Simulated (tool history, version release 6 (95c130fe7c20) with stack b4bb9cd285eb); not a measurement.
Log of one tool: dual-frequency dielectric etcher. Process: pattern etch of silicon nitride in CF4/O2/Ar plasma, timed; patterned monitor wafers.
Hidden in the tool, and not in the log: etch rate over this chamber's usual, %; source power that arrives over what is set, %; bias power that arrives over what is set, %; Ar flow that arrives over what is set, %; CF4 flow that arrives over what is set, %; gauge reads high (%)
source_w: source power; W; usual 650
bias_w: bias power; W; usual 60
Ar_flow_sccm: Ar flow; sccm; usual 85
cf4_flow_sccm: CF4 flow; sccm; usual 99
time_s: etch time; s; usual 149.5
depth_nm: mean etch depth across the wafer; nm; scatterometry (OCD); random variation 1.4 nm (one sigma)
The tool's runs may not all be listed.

run	hour	source_w	bias_w	Ar_flow_sccm	cf4_flow_sccm	time_s	wafers since the last listed run	hours since the last wet clean	hours since the last source power generator calibration	hours since the last bias power generator calibration	hours since the last Ar flow controller change	hours since the last CF4 flow controller change	hours since the last upper electrode change	hours since the gauge calibration	read-back reference wafer on the same gauge, depth_nm	depth_nm
1	0	740	60	66	120	130	0	89.5	2043.4	1553.8	588.4	1169	580.3	1546.3	387.1	387.9
2	76.9	590	66	85	99	180.5	539	166.4	2120.3	1630.7	665.3	1245.9	657.2	1623.2	387.2	461.2
# hour 108.8: source power generator calibrated
3	180.9	540	60	85	99	149.5	701	270.4	72.1	1734.7	769.3	1349.9	761.2	1727.2	387.4	339.2
4	287.2	650	60	85	92	149.5	745	376.7	178.4	1841	875.6	1456.2	867.5	1833.5	387.1	384
5	369	650	60	85	99	149.5	573	458.5	260.2	1922.8	957.4	1538	949.3	1915.3	386.7	391.5
6	436.2	650	60	100	99	149.5	471	525.7	327.4	1990	1024.6	1605.2	1016.5	1982.5	386.5	382.3
7	525.3	650	54	85	99	149.5	624	614.8	416.5	2079.1	1113.7	1694.3	1105.6	2071.6	386.5	364.5
8	605.9	650	60	100	99	149.5	565	695.4	497.1	2159.7	1194.3	1774.9	1186.2	2152.2	386.5	381.8
# hour 618.5: CF4 flow controller replaced
# hour 795.6: bias power generator calibrated
# hour 800.8: wet clean of the chamber
9	829	650	60	85	99	115	1458	28.2	720.2	33.4	1417.4	210.5	1409.3	2375.3	386	297.8
10	892.5	650	60	85	99	149.5	445	91.7	783.7	96.9	1480.9	274	1472.8	2438.8	385.7	387.4
# hour 968.4: gauge calibrated
11	1170.3	690	60	93	87	191.5	1948	369.5	1061.5	374.7	1758.7	551.8	1750.6	201.9	391.1	511.3
12	1245	650	60	85	99	149.5	523	444.2	1136.2	449.4	1833.4	626.5	1825.3	276.6	390.5	392.5
13	1346.6	650	66	85	99	149.5	712	545.8	1237.8	551	1935	728.1	1926.9	378.2	390.4	415.7
14	1439.8	650	60	85	120	149.5	653	639	1331	644.2	2028.2	821.3	2020.1	471.4	390.1	401.6
15	1510.8	580	52	68	99	149.5	497	710	1402	715.2	2099.2	892.3	2091.1	542.4	390.2	338.2
# hour 1537.1: wet clean of the chamber
16	1558.2	650	60	85	99	149.5	164	21.1	1449.4	762.6	2146.6	939.7	2138.5	589.8	390.3	390.8
17	1639.7	490	54	85	78	149.5	571	102.6	1530.9	844.1	2228.1	1021.2	2220	671.3	390.2	289.1
18	1738.3	650	60	85	99	149.5	691	201.2	1629.5	942.7	2326.7	1119.8	2318.6	769.9	389.5	389.4
19	1820.4	600	73	102	99	149.5	575	283.3	1711.6	1024.8	2408.8	1201.9	2400.7	852	389.2	406.9
20	2056.8	650	60	74	99	149.5	1657	519.7	1948	1261.2	2645.2	1438.3	2637.1	1088.4	389	394.8

5 ways to go on from here, each from the tool as it stands after run 20. What would each give?
A	2057.3	650	73	85	99	149.5	3	520.2	1948.5	1261.7	2645.7	1438.8	2637.6	1088.9	?	?
B	2057.3	500	65	71	83	149.5	3	520.2	1948.5	1261.7	2645.7	1438.8	2637.6	1088.9	?	?
C	2057.3	650	71	85	99	149.5	3	520.2	1948.5	1261.7	2645.7	1438.8	2637.6	1088.9	?	?
D	2057.3	500	60	85	99	186.5	3	520.2	1948.5	1261.7	2645.7	1438.8	2637.6	1088.9	?	?
E	2057.3	650	60	75	110	168.5	3	520.2	1948.5	1261.7	2645.7	1438.8	2637.6	1088.9	?	?

run	read-back reference wafer on the same gauge, depth_nm	depth_nm
A	388.9	436
B	388.9	336.5
C	388.9	429.3
D	388.9	403.4
E	388.9	450.3
Without the tool's hidden state the same runs would have given:
run	depth_nm
A	438.3
B	338.2
C	431.6
D	405.5
E	452.7

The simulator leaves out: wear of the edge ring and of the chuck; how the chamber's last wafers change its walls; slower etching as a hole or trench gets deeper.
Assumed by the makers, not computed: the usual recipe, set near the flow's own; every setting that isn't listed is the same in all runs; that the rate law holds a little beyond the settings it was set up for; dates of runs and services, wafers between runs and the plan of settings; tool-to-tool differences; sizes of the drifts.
